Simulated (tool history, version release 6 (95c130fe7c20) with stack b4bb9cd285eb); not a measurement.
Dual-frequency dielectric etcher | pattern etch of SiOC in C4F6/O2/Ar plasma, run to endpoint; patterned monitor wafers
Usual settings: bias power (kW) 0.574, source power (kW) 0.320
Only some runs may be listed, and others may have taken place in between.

run,hour,bias power (kW),source power (kW),wafers since the last listed run,hours since the last wet clean,hours since the last bias power generator calibration,hours since the last source power generator calibration,hours since the last upper electrode change,"incoming incoming film thickness, nm",endpoint time (s)
1,0.0,0.461,0.350,0,237.9,2955.2,3601.6,4724.1,32.14,12.3
2,12.6,0.461,0.350,189,250.5,2967.8,3614.2,4736.7,32.34,12.3
3,21.2,0.574,0.320,129,259.1,2976.4,3622.8,4745.3,32.13,11.4
4,34.9,0.574,0.320,206,272.8,2990.1,3636.5,4759.0,32.47,11.6
5,43.6,0.574,0.320,131,281.5,2998.8,3645.2,4767.7,32.16,11.6
6,83.0,0.574,0.320,593,320.9,3038.2,3684.6,4807.1,32.31,11.3
7,93.4,0.574,0.320,156,331.3,3048.6,3695.0,4817.5,32.45,11.5
# hour 104.4: source power generator calibrated
8,104.9,0.574,0.320,113,342.8,3060.1,0.5,4829.0,32.29,11.6
9,121.9,0.537,0.300,256,359.8,3077.1,17.5,4846.0,32.15,11.9
# hour 155.5: upper electrode replaced
10,156.0,0.537,0.300,152,393.9,3111.2,51.6,0.5,32.54,12.2
11,156.3,0.537,0.300,4,394.2,3111.5,51.9,0.8,32.72,12.1
# hour 190.5: wet clean of the chamber
12,191.0,0.611,0.350,161,0.5,3146.2,86.6,35.5,32.11,10.9
13,191.4,0.656,0.250,6,0.9,3146.6,87.0,35.9,32.75,11.9
14,191.7,0.574,0.320,4,1.2,3146.9,87.3,36.2,32.74,11.7
15,198.6,0.574,0.320,104,8.1,3153.8,94.2,43.1,32.43,11.5
# hour 207.8: bias power generator calibrated
16,215.7,0.692,0.240,197,25.2,7.9,111.3,60.2,32.42,11.3
17,230.5,0.574,0.340,223,40.0,22.7,126.1,75.0,32.31,11.3

Run 18 is up next; what results do you expect?
18,245.8,0.574,0.320,230,55.3,38.0,141.4,90.3,32.44,?

{"run 18": {"endpoint time (s)": 11.6}}
With no hidden state in the tool, this same run would have given endpoint time (s) 11.6.
